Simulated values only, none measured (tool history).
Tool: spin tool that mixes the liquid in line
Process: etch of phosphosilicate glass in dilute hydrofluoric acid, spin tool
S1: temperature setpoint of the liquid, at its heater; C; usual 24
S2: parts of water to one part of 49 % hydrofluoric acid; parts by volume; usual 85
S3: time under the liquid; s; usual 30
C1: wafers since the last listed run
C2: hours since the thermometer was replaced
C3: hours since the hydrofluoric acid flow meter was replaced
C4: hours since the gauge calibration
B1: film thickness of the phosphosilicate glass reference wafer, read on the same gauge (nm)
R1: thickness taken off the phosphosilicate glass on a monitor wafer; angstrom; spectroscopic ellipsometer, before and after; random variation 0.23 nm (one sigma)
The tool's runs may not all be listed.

| run | hour | S1 | S2 | S3 | C1 | C2 | C3 | C4 | B1 | R1 |
|---|---|---|---|---|---|---|---|---|---|---|
| 1 | 0 | 26.5 | 60 | 30 | 0 | 936.9 | 297 | 777.9 | 129.98 | 409.1 |
| 2 | 32.1 | 26.5 | 60 | 30 | 315 | 969 | 329.1 | 810 | 129.98 | 408.2 |
| 3 | 150 | 26.5 | 60 | 30 | 1160 | 1086.9 | 447 | 927.9 | 129.99 | 406 |
| 4 | 181.7 | 24 | 85 | 30 | 312 | 1118.6 | 478.7 | 959.6 | 130 | 254 |
| 5 | 253.6 | 24 | 85 | 30 | 707 | 1190.5 | 550.6 | 1031.5 | 130.04 | 253.5 |
| 6 | 397.9 | 22 | 85 | 30 | 1420 | 1334.8 | 694.9 | 1175.8 | 130.02 | 233.7 |
| 7 | 426.7 | 22 | 85 | 30 | 283 | 1363.6 | 723.7 | 1204.6 | 130.01 | 239.9 |
| 8 | 483.2 | 24 | 85 | 30 | 556 | 1420.1 | 780.2 | 1261.1 | 129.97 | 264.1 |
| 9 | 542.2 | 24 | 85 | 30 | 580 | 1479.1 | 839.2 | 1320.1 | 130.01 | 262.1 |
| 10 | 593.3 | 24 | 85 | 30 | 503 | 1530.2 | 890.3 | 1371.2 | 129.99 | 261.4 |
| 11 | 653.9 | 24 | 85 | 40 | 596 | 1590.8 | 950.9 | 1431.8 | 130.04 | 352.9 |
| 12 | 685.6 | 24 | 85 | 40 | 312 | 1622.5 | 982.6 | 1463.5 | 129.99 | 355.8 |
|  | 696.9 | hydrofluoric acid flow meter replaced |
| 13 | 726.9 | 20.5 | 70 | 20 | 396 | 1663.8 | 30 | 1504.8 | 130 | 172.7 |
|  | 729.1 | gauge calibrated |
| 14 | 778.1 | 24 | 85 | 50 | 503 | 1715 | 81.2 | 49 | 130.04 | 402.2 |
| 15 | 816.5 | 24 | 85 | 30 | 377 | 1753.4 | 119.6 | 87.4 | 130.01 | 244.7 |
| 16 | 841.6 | 24 | 120 | 30 | 247 | 1778.5 | 144.7 | 112.5 | 130 | 166.3 |
| 17 | 899.2 | 27 | 85 | 30 | 566 | 1836.1 | 202.3 | 170.1 | 130.04 | 277.1 |
|  | 908.6 | thermometer replaced |
| 18 | 937.6 | 22.5 | 85 | 25 | 368 | 29 | 240.7 | 208.5 | 130.01 | 193.2 |
| 19 | 964.2 | 20 | 65 | 45 | 261 | 55.6 | 267.3 | 235.1 | 130.02 | 421.1 |
| 20 | 1035.3 | 24 | 65 | 30 | 699 | 126.7 | 338.4 | 306.2 | 130 | 335.7 |
| 21 | 1080.1 | 22.5 | 60 | 20 | 440 | 171.5 | 383.2 | 351 | 130.03 | 226.8 |
| 22 | 1114 | 24 | 85 | 30 | 333 | 205.4 | 417.1 | 384.9 | 130.01 | 253.5 |
| 23 | 1157.7 | 24 | 85 | 30 | 430 | 249.1 | 460.8 | 428.6 | 129.97 | 250 |
| 24 | 1200.2 | 24 | 85 | 30 | 418 | 291.6 | 503.3 | 471.1 | 129.98 | 252.3 |

3 ways to go on from here, each from the tool as it stands after run 24. What would each give?
| A | 1200.6 | 21.5 | 85 | 30 | 3 | 292 | 503.7 | 471.5 | ? | ? |
| B | 1200.6 | 21 | 105 | 20 | 3 | 292 | 503.7 | 471.5 | ? | ? |
| C | 1200.6 | 29 | 95 | 25 | 3 | 292 | 503.7 | 471.5 | ? | ? |

| run | B1 | R1 |
|---|---|---|
| A | 130.03 | 226 |
| B | 130.03 | 116.8 |
| C | 130.03 | 223.9 |
Without the tool's hidden state the same runs would have given:
| run | R1 |
|---|---|
| A | 216.7 |
| B | 112 |
| C | 214.5 |
